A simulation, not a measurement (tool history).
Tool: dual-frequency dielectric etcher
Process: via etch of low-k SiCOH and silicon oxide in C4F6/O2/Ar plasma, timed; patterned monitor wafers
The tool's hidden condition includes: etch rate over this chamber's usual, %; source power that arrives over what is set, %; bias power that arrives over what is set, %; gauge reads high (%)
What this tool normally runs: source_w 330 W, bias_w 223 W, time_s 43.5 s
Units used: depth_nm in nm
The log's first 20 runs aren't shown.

run	hour	source_w	bias_w	time_s	wafers since the last listed run	hours since the last wet clean	hours since the last source power generator calibration	hours since the last bias power generator calibration	hours since the last upper electrode change	hours since the gauge calibration	read-back reference wafer on the same gauge, depth_nm	depth_nm
21	1158.2	330	223	43.5	535	276.7	738.5	399.2	699.8	522.6	138.8	118.1
22	1226.3	370	252	49.5	749	344.8	806.6	467.3	767.9	590.7	139.0	146.1
23	1279.7	330	223	43.5	588	398.2	860.0	520.7	821.3	644.1	139.2	117.7
24	1305.1	390	181	55.0	279	423.6	885.4	546.1	846.7	669.5	138.9	154.6
# hour 1414.3: wet clean of the chamber
25	1414.8	310	180	35.5	943	0.5	995.1	655.8	956.4	779.2	138.8	90.3
26	1472.3	410	246	32.0	633	58.0	1052.6	713.3	1013.9	836.7	138.8	102.0
27	1543.0	330	223	43.5	778	128.7	1123.3	784.0	1084.6	907.4	139.2	119.6
28	1575.0	330	262	43.5	352	160.7	1155.3	816.0	1116.6	939.4	139.2	123.0
29	1606.4	330	223	32.5	345	192.1	1186.7	847.4	1148.0	970.8	139.0	88.4
30	1632.8	330	223	43.5	290	218.5	1213.1	873.8	1174.4	997.2	139.0	118.3

Alternative continuations, all from the tool just after run 30; predict every row:
A	1633.2	360	223	43.5	4	218.9	1213.5	874.2	1174.8	997.6	?	?
B	1633.2	410	223	43.5	4	218.9	1213.5	874.2	1174.8	997.6	?	?
C	1633.2	270	223	43.5	4	218.9	1213.5	874.2	1174.8	997.6	?	?

run	read-back reference wafer on the same gauge, depth_nm	depth_nm
A	139.2	124.4
B	139.2	133.3
C	139.2	105.1
Stripped of hidden state, with their random variation kept, the same runs would have yielded:
run	depth_nm
A	125.2
B	134.2
C	105.8

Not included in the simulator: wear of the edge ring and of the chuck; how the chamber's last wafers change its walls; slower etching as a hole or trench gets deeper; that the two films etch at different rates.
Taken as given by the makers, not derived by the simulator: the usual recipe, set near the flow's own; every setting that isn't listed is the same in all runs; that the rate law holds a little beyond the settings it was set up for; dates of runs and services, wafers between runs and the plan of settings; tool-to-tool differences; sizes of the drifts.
